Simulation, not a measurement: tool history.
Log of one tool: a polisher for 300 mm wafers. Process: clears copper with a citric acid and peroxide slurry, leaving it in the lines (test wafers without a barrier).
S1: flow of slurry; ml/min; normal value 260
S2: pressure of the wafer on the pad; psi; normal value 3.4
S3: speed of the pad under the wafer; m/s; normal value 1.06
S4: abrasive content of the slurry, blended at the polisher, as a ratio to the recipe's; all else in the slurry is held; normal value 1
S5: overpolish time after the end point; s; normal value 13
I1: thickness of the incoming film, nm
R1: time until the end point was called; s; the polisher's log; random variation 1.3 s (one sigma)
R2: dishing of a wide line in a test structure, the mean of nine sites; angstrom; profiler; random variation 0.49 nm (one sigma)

run,hour,S1,S2,S3,S4,S5,I1,R1,R2
1,0,260,2.5,1.06,0.8,13,345.9,184.9,187
# hour 24.8: worn pad replaced by a new one
2,53,260,2.5,1.06,0.8,13,355.2,177.5,192
3,98.3,260,3.4,0.78,1,13,351.4,156.3,211
# hour 114.7: slurry blender recalibrated
4,137.7,260,3.4,0.84,1,13,348.7,147.7,224
5,209.5,260,3.4,1.06,1,13,345.1,121.5,252
# hour 261.5: worn pad replaced by a new one
6,278.2,260,3.4,1.06,1,13,349.3,121.3,268
# hour 287.9: slurry nozzle cleaned
# hour 298.8: slurry blender recalibrated
7,316.9,260,3.4,1.06,1,11,348.1,120.8,236
# hour 345: head pressure recalibrated
8,349,260,3.4,1.06,1,13,348.2,121.2,267
9,411.6,260,3.4,1.06,1,13,352.4,125.6,265
# hour 477.5: slurry blender recalibrated
10,481.4,225,3.4,1.06,0.75,13,348.7,140,236
# hour 517.4: worn pad replaced by a new one
11,552.5,260,3.4,1.06,1,13,344.1,117.1,275
12,593.9,285,3.4,0.84,1,13,352.7,147.4,226
13,655.7,260,3.4,1.06,1,13,346.4,122.5,251
# hour 664.2: slurry blender recalibrated
14,714.6,175,3.4,1.22,1,13,343.3,111.9,282
# hour 719.7: slurry nozzle cleaned
15,781.5,305,2.9,1.06,1,21,353.2,153.8,311
# hour 798.9: worn pad replaced by a new one
# hour 820: slurry blender recalibrated
16,825.6,260,3.4,1.06,1,13,344.6,119.3,270
17,849.8,260,3.4,1.42,1,9,355.1,93.1,249

Give the tool's hidden conditions for every run:
slurry flow missing at the pad, %: 0, the same for each run
deviation of the head's pressure from its setpoint, %: 0, the same for each run
abrasive missing from the slurry, %: 0, the same for each run
H1: removal rate lost through wear of the pad, %
run,H1
1,7.37
2,0.794
3,1.46
4,2.53
5,5.63
6,0.905
7,1.31
8,1.98
9,4.14
10,7.89
11,0.935
12,1.61
13,3.53
14,6.4
15,10.9
16,0.884
17,1.16
